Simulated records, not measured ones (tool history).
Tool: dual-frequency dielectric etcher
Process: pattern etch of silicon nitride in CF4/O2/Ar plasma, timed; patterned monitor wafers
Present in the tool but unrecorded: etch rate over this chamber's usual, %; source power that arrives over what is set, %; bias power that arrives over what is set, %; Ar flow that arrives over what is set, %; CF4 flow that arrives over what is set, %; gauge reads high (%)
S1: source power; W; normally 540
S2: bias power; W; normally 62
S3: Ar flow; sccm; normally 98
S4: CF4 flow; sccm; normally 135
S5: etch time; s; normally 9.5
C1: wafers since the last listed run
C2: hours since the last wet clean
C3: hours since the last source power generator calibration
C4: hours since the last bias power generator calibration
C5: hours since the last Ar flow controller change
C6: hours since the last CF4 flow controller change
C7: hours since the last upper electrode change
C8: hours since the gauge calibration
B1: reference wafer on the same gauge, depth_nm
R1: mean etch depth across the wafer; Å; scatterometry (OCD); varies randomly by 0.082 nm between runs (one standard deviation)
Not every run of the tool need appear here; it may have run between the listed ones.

Run 1, hour 0: usual settings but S4 144 sccm; C1 0; C2 99; C3 2126.3; C4 181.1; C5 1457.8; C6 5082.9; C7 5014.9; C8 126.3; B1 21.99. Result: R1 223.9 Å.
Run 2, hour 34.3: usual settings but S3 84 sccm; C1 392; C2 133.3; C3 2160.6; C4 215.4; C5 1492.1; C6 5117.2; C7 5049.2; C8 160.6; B1 22. Result: R1 226 Å.
At hour 92.2: Ar flow controller replaced.
At hour 100.1: source power generator calibrated.
Run 3, hour 138.4: usual settings but S3 74 sccm; C1 1077; C2 237.4; C3 38.3; C4 319.5; C5 46.2; C6 5221.3; C7 5153.3; C8 264.7; B1 22. Result: R1 228.8 Å.
At hour 193.6: upper electrode replaced.
Run 4, hour 194.1: usual settings but S3 112 sccm, S4 123 sccm, S5 7.5 s; C1 362; C2 293.1; C3 94; C4 375.2; C5 101.9; C6 5277; C7 0.5; C8 320.4; B1 21.97. Result: R1 170.6 Å.
Run 5, hour 198.1: usual settings but S1 590 W; C1 45; C2 297.1; C3 98; C4 379.2; C5 105.9; C6 5281; C7 4.5; C8 324.4; B1 22.04. Result: R1 243.8 Å.
Run 6, hour 231.7: usual settings; C1 384; C2 330.7; C3 131.6; C4 412.8; C5 139.5; C6 5314.6; C7 38.1; C8 358; B1 22. Result: R1 222.9 Å.
Run 7, hour 245: usual settings but S1 590 W, S3 80 sccm, S4 104 sccm; C1 152; C2 344; C3 144.9; C4 426.1; C5 152.8; C6 5327.9; C7 51.4; C8 371.3; B1 21.99. Result: R1 245.3 Å.
At hour 328.6: wet clean of the chamber.
At hour 330: CF4 flow controller replaced.
Run 8, hour 345.7: usual settings; C1 862; C2 17.1; C3 245.6; C4 526.8; C5 253.5; C6 15.7; C7 152.1; C8 472; B1 22.01. Result: R1 221.6 Å.
Run 9, hour 360.4: usual settings; C1 168; C2 31.8; C3 260.3; C4 541.5; C5 268.2; C6 30.4; C7 166.8; C8 486.7; B1 22. Result: R1 222.4 Å.
Run 10, hour 388.2: usual settings but S3 119 sccm; C1 318; C2 59.6; C3 288.1; C4 569.3; C5 296; C6 58.2; C7 194.6; C8 514.5; B1 21.98. Result: R1 216.9 Å.
Run 11, hour 413.6: usual settings but S1 590 W; C1 290; C2 85; C3 313.5; C4 594.7; C5 321.4; C6 83.6; C7 220; C8 539.9; B1 22.04. Result: R1 243.1 Å.
Run 12, hour 425.7: usual settings but S2 54 W; C1 138; C2 97.1; C3 325.6; C4 606.8; C5 333.5; C6 95.7; C7 232.1; C8 552; B1 22. Result: R1 212.3 Å.
Run 13, hour 456.8: usual settings but S1 470 W, S2 52 W, S4 104 sccm; C1 356; C2 128.2; C3 356.7; C4 637.9; C5 364.6; C6 126.8; C7 263.2; C8 583.1; B1 22. Result: R1 175.2 Å.
Run 14, hour 491.3: usual settings but S2 57 W, S4 104 sccm; C1 394; C2 162.7; C3 391.2; C4 672.4; C5 399.1; C6 161.3; C7 297.7; C8 617.6; B1 21.99. Result: R1 210.2 Å.
Run 15, hour 522.6: usual settings but S1 500 W, S2 50 W, S3 120 sccm; C1 358; C2 194; C3 422.5; C4 703.7; C5 430.4; C6 192.6; C7 329; C8 648.9; B1 21.99. Result: R1 184.5 Å.
Run 16, hour 538.6: usual settings but S3 87 sccm, S5 10.5 s; C1 183; C2 210; C3 438.5; C4 719.7; C5 446.4; C6 208.6; C7 345; C8 664.9; B1 22. Result: R1 249.1 Å.
Run 17, hour 566.4: usual settings but S1 600 W, S3 109 sccm, S4 157 sccm; C1 318; C2 237.8; C3 466.3; C4 747.5; C5 474.2; C6 236.4; C7 372.8; C8 692.7; B1 21.96. Result: R1 248.1 Å.
Run 18, hour 592.3: usual settings but S2 74 W, S5 11.5 s; C1 296; C2 263.7; C3 492.2; C4 773.4; C5 500.1; C6 262.3; C7 398.7; C8 718.6; B1 22.03. Result: R1 287.3 Å.
Run 19, hour 620.2: usual settings but S1 470 W, S2 57 W, S4 116 sccm, S5 8.5 s; C1 319; C2 291.6; C3 520.1; C4 801.3; C5 528; C6 290.2; C7 426.6; C8 746.5; B1 21.98. Result: R1 163.5 Å.
Run 20, hour 648.7: usual settings but S1 630 W, S3 92 sccm; C1 326; C2 320.1; C3 548.6; C4 829.8; C5 556.5; C6 318.7; C7 455.1; C8 775; B1 22.04. Result: R1 263.6 Å.

Run-by-run hidden state of the tool:
etch rate over this chamber's usual, %: 0 on each run
source power that arrives over what is set, %: 0 on each run
bias power that arrives over what is set, %: 0 on each run
Ar flow that arrives over what is set, %: 0 on each run
CF4 flow that arrives over what is set, %: 0 on each run
gauge reads high (%): 0 on each run
